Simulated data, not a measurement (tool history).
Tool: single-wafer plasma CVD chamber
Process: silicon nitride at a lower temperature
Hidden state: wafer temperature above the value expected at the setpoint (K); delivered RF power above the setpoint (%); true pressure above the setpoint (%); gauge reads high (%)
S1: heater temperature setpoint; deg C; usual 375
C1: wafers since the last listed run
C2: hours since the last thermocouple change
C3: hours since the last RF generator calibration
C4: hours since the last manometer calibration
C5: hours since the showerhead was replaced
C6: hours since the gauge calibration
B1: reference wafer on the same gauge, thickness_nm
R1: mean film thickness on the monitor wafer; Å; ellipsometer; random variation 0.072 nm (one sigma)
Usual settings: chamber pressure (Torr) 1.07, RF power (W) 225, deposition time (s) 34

{"run": 1, "hour": 0.0, "S1": 375, "chamber pressure (Torr)": 1.07, "RF power (W)": 225, "deposition time (s)": 34, "C1": 0, "C2": 833.2, "C3": 1659.9, "C4": 1689.8, "C5": 5520.4, "C6": 450.8, "B1": 23.086, "R1": 272.05}
{"run": 2, "hour": 15.7, "S1": 375, "chamber pressure (Torr)": 1.07, "RF power (W)": 225, "deposition time (s)": 36.4, "C1": 501, "C2": 848.9, "C3": 1675.6, "C4": 1705.5, "C5": 5536.1, "C6": 466.5, "B1": 23.098, "R1": 289.13}
{"run": 3, "hour": 32.1, "S1": 375, "chamber pressure (Torr)": 1.07, "RF power (W)": 225, "deposition time (s)": 36.4, "C1": 523, "C2": 865.3, "C3": 1692, "C4": 1721.9, "C5": 5552.5, "C6": 482.9, "B1": 23.132, "R1": 290.72}
{"run": 4, "hour": 62.7, "S1": 375, "chamber pressure (Torr)": 1.07, "RF power (W)": 225, "deposition time (s)": 34, "C1": 977, "C2": 895.9, "C3": 1722.6, "C4": 1752.5, "C5": 5583.1, "C6": 513.5, "B1": 23.104, "R1": 270.23}
{"run": 5, "hour": 94.9, "S1": 375, "chamber pressure (Torr)": 1.07, "RF power (W)": 225, "deposition time (s)": 34, "C1": 1028, "C2": 928.1, "C3": 1754.8, "C4": 1784.7, "C5": 5615.3, "C6": 545.7, "B1": 23.097, "R1": 270.06}
{"run": 6, "hour": 129.3, "S1": 375, "chamber pressure (Torr)": 1.07, "RF power (W)": 225, "deposition time (s)": 34, "C1": 1098, "C2": 962.5, "C3": 1789.2, "C4": 1819.1, "C5": 5649.7, "C6": 580.1, "B1": 23.097, "R1": 268.83}
{"run": 7, "hour": 153.8, "S1": 375, "chamber pressure (Torr)": 1.07, "RF power (W)": 225, "deposition time (s)": 34, "C1": 782, "C2": 987, "C3": 1813.7, "C4": 1843.6, "C5": 5674.2, "C6": 604.6, "B1": 23.106, "R1": 270.43}
{"run": 8, "hour": 177.8, "S1": 375, "chamber pressure (Torr)": 1.07, "RF power (W)": 225, "deposition time (s)": 34, "C1": 766, "C2": 1011, "C3": 1837.7, "C4": 1867.6, "C5": 5698.2, "C6": 628.6, "B1": 23.068, "R1": 268.64}
{"run": 9, "hour": 199.1, "S1": 365, "chamber pressure (Torr)": 1.07, "RF power (W)": 225, "deposition time (s)": 34, "C1": 680, "C2": 1032.3, "C3": 1859, "C4": 1888.9, "C5": 5719.5, "C6": 649.9, "B1": 23.108, "R1": 270.38}
{"run": 10, "hour": 219.3, "S1": 365, "chamber pressure (Torr)": 1.07, "RF power (W)": 225, "deposition time (s)": 34, "C1": 645, "C2": 1052.5, "C3": 1879.2, "C4": 1909.1, "C5": 5739.7, "C6": 670.1, "B1": 23.098, "R1": 269.96}
{"run": 11, "hour": 233.7, "S1": 375, "chamber pressure (Torr)": 1.07, "RF power (W)": 225, "deposition time (s)": 34, "C1": 460, "C2": 1066.9, "C3": 1893.6, "C4": 1923.5, "C5": 5754.1, "C6": 684.5, "B1": 23.124, "R1": 268.15}
{"run": 12, "hour": 248.3, "S1": 375, "chamber pressure (Torr)": 1.07, "RF power (W)": 225, "deposition time (s)": 34, "C1": 466, "C2": 1081.5, "C3": 1908.2, "C4": 1938.1, "C5": 5768.7, "C6": 699.1, "B1": 23.11, "R1": 269.31}
{"run": 13, "hour": 282.0, "S1": 375, "chamber pressure (Torr)": 1.07, "RF power (W)": 225, "deposition time (s)": 34, "C1": 1076, "C2": 1115.2, "C3": 1941.9, "C4": 1971.8, "C5": 5802.4, "C6": 732.8, "B1": 23.116, "R1": 267.83}

The next listed run, before its measurement:
{"hour": 291.6, "done": "gauge calibrated"}
{"run": 14, "hour": 315.8, "S1": 364, "chamber pressure (Torr)": 0.91, "RF power (W)": 225, "deposition time (s)": 34, "C1": 1079, "C2": 1149, "C3": 1975.7, "C4": 2005.6, "C5": 5836.2, "C6": 24.2, "B1": "?", "R1": "?"}

B1: 23.123
R1: 249.84 Å
Without the tool's hidden state the same run would have given R1 262.23 Å.
